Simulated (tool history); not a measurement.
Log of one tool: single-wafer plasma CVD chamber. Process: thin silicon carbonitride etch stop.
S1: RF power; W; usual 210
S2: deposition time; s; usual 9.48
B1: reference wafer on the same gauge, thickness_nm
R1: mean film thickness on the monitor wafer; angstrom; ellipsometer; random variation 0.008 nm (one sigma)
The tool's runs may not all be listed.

Run 1, hour 0.0: usual settings; B1 6.091. Result: R1 52.89 angstrom.
Run 2, hour 27.1: usual settings; B1 6.088. Result: R1 53.03 angstrom.
Run 3, hour 98.6: usual settings; B1 6.086. Result: R1 52.87 angstrom.
Run 4, hour 130.3: usual settings; B1 6.091. Result: R1 52.84 angstrom.
Run 5, hour 185.3: usual settings; B1 6.089. Result: R1 52.78 angstrom.
Run 6, hour 236.4: usual settings; B1 6.088. Result: R1 52.78 angstrom.
Run 7, hour 267.3: usual settings but S1 195 W; B1 6.094. Result: R1 51.54 angstrom.
At hour 450.1: gauge calibrated.
Run 8, hour 456.5: usual settings but S2 8.11 s; B1 6.093. Result: R1 45.28 angstrom.
Run 9, hour 510.5: usual settings but S1 195 W, S2 8.90 s; B1 6.088. Result: R1 48.28 angstrom.
Run 10, hour 571.2: usual settings but S1 180 W; B1 6.089. Result: R1 50.12 angstrom.
Run 11, hour 619.5: usual settings but S1 180 W; B1 6.089. Result: R1 50.26 angstrom.
Run 12, hour 673.1: usual settings but S1 190 W; B1 6.090. Result: R1 51.09 angstrom.
Run 13, hour 725.5: usual settings but S1 190 W; B1 6.090. Result: R1 51.00 angstrom.
At hour 801.4: RF generator calibrated.
Run 14, hour 801.9: usual settings but S1 190 W; B1 6.090. Result: R1 51.51 angstrom.
Run 15, hour 824.8: usual settings but S2 9.10 s; B1 6.093. Result: R1 51.21 angstrom.
Run 16, hour 854.2: usual settings; B1 6.091. Result: R1 53.37 angstrom.
Run 17, hour 911.8: usual settings but S1 240 W, S2 8.80 s; B1 6.091. Result: R1 51.87 angstrom.
Run 18, hour 942.1: usual settings but S1 240 W, S2 8.43 s; B1 6.088. Result: R1 49.53 angstrom.
Run 19, hour 968.0: usual settings; B1 6.092. Result: R1 53.25 angstrom.
At hour 991.3: showerhead replaced.
Run 20, hour 1036.3: usual settings but S1 180 W, S2 7.97 s; B1 6.088. Result: R1 42.40 angstrom.
Run 21, hour 1100.1: usual settings; B1 6.091. Result: R1 53.12 angstrom.
Run 22, hour 1151.5: usual settings but S1 190 W; B1 6.087. Result: R1 51.38 angstrom.
Run 23, hour 1199.6: usual settings but S1 170 W, S2 8.44 s; B1 6.093. Result: R1 43.85 angstrom.
At hour 1235.0: thermocouple changed; heater temperature recalibrated.
Run 24, hour 1254.8: usual settings but S1 245 W, S2 7.95 s; B1 6.090. Result: R1 46.96 angstrom.
Run 25, hour 1289.8: usual settings but S1 235 W; B1 6.093. Result: R1 55.25 angstrom.
Run 26, hour 1344.5: usual settings but S1 230 W, S2 10.66 s; B1 6.088. Result: R1 61.56 angstrom.
Run 27, hour 1403.7: usual settings; B1 6.092. Result: R1 53.05 angstrom.
Run 28, hour 1454.4: usual settings but S1 220 W, S2 7.80 s; B1 6.089. Result: R1 44.36 angstrom.
Run 29, hour 1511.5: usual settings but S1 240 W, S2 11.08 s; B1 6.092. Result: R1 65.00 angstrom.
Run 30, hour 1697.6: usual settings but S1 230 W, S2 7.84 s; B1 6.088. Result: R1 45.36 angstrom.
Run 31, hour 1762.2: usual settings; B1 6.089. Result: R1 53.04 angstrom.
Run 32, hour 1801.4: usual settings; B1 6.089. Result: R1 52.90 angstrom.
Run 33, hour 1862.1: usual settings but S1 230 W, S2 10.96 s; B1 6.089. Result: R1 63.25 angstrom.
Run 34, hour 1910.1: usual settings but S1 170 W, S2 8.44 s; B1 6.093. Result: R1 43.70 angstrom.
Run 35, hour 1953.1: usual settings but S2 8.58 s; B1 6.089. Result: R1 47.95 angstrom.

The tool's hidden state at each run:
wafer temperature above the value expected at the setpoint (K): 0 in every run
gauge reads high (%): 0 in every run
H1: delivered RF power above the setpoint (%)
run      H1
  1   -2.68
  2    -2.7
  3   -2.74
  4   -2.75
  5   -2.78
  6    -2.8
  7   -2.82
  8   -2.89
  9   -2.91
 10   -2.93
 11   -2.94
 12   -2.96
 13   -2.97
 14  -0.366
 15  -0.447
 16  -0.548
 17  -0.737
 18  -0.831
 19  -0.908
 20    -1.1
 21   -1.27
 22   -1.39
 23   -1.51
 24   -1.63
 25    -1.7
 26    -1.8
 27   -1.91
 28      -2
 29   -2.09
 30   -2.35
 31   -2.43
 32   -2.47
 33   -2.53
 34   -2.58
 35   -2.62

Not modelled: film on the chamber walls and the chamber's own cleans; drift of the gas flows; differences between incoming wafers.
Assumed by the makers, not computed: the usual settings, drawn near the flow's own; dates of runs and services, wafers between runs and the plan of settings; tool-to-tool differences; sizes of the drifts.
